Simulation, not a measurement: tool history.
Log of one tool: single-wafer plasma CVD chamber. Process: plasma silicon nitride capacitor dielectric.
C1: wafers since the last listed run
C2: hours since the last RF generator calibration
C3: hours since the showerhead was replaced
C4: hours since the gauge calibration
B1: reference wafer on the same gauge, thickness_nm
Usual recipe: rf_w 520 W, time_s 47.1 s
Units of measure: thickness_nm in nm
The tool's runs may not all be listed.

Run 1, hour 0: usual settings but time_s 42.8 s; C1 0; C2 1321.9; C3 8268.7; C4 18.9; B1 62.382. Result: thickness_nm 66.29 nm.
Run 2, hour 15.9: usual settings but time_s 42.8 s; C1 383; C2 1337.8; C3 8284.6; C4 34.8; B1 62.405. Result: thickness_nm 66.265 nm.
Run 3, hour 32: usual settings but rf_w 460 W, time_s 41.5 s; C1 388; C2 1353.9; C3 8300.7; C4 50.9; B1 62.416. Result: thickness_nm 61.564 nm.
Run 4, hour 38.2: usual settings; C1 149; C2 1360.1; C3 8306.9; C4 57.1; B1 62.387. Result: thickness_nm 72.981 nm.
Run 5, hour 49: usual settings; C1 260; C2 1370.9; C3 8317.7; C4 67.9; B1 62.383. Result: thickness_nm 73.034 nm.
At hour 82.4: RF generator calibrated.
At hour 88.4: gauge calibrated.
At hour 103.6: showerhead replaced.
Run 6, hour 104.1: usual settings; C1 944; C2 21.7; C3 0.5; C4 15.7; B1 62.386. Result: thickness_nm 73.096 nm.
Run 7, hour 104.4: usual settings but time_s 43.9 s; C1 7; C2 22; C3 0.8; C4 16; B1 62.393. Result: thickness_nm 68.036 nm.
Run 8, hour 118: usual settings but rf_w 435 W, time_s 54.6 s; C1 328; C2 35.6; C3 14.4; C4 29.6; B1 62.388. Result: thickness_nm 79.183 nm.
Run 9, hour 127.2: usual settings but rf_w 490 W, time_s 39.4 s; C1 222; C2 44.8; C3 23.6; C4 38.8; B1 62.372. Result: thickness_nm 59.966 nm.
Run 10, hour 135.7: usual settings; C1 205; C2 53.3; C3 32.1; C4 47.3; B1 62.384. Result: thickness_nm 73.137 nm.
Run 11, hour 142.4: usual settings but rf_w 445 W; C1 161; C2 60; C3 38.8; C4 54; B1 62.437. Result: thickness_nm 69.025 nm.
Run 12, hour 149.7: usual settings but time_s 51.6 s; C1 176; C2 67.3; C3 46.1; C4 61.3; B1 62.371. Result: thickness_nm 79.946 nm.
Run 13, hour 167: usual settings but rf_w 480 W, time_s 44.7 s; C1 417; C2 84.6; C3 63.4; C4 78.6; B1 62.386. Result: thickness_nm 67.306 nm.
Run 14, hour 204.1: usual settings but rf_w 560 W, time_s 39.9 s; C1 895; C2 121.7; C3 100.5; C4 115.7; B1 62.388. Result: thickness_nm 63.631 nm.
At hour 208.2: gauge calibrated.
Run 15, hour 218.2: usual settings but rf_w 455 W, time_s 51.9 s; C1 340; C2 135.8; C3 114.6; C4 10; B1 62.41. Result: thickness_nm 76.351 nm.

Below are 3 alternative next runs, each starting from the tool's condition after run 15. Predict each:
Run A, hour 218.6: usual settings; C1 9; C2 136.2; C3 115; C4 10.4; B1 ?. Result: thickness_nm ?.
Run B, hour 218.6: usual settings but rf_w 420 W, time_s 51.1 s; C1 9; C2 136.2; C3 115; C4 10.4; B1 ?. Result: thickness_nm ?.
Run C, hour 218.6: usual settings but time_s 39.9 s; C1 9; C2 136.2; C3 115; C4 10.4; B1 ?. Result: thickness_nm ?.

run      B1  thickness_nm
  A  62.365        72.896
  B  62.365        73.128
  C  62.365        61.753
What these runs would have given with no unlogged condition in the tool:
run  thickness_nm
  A        72.896
  B        73.128
  C        61.753

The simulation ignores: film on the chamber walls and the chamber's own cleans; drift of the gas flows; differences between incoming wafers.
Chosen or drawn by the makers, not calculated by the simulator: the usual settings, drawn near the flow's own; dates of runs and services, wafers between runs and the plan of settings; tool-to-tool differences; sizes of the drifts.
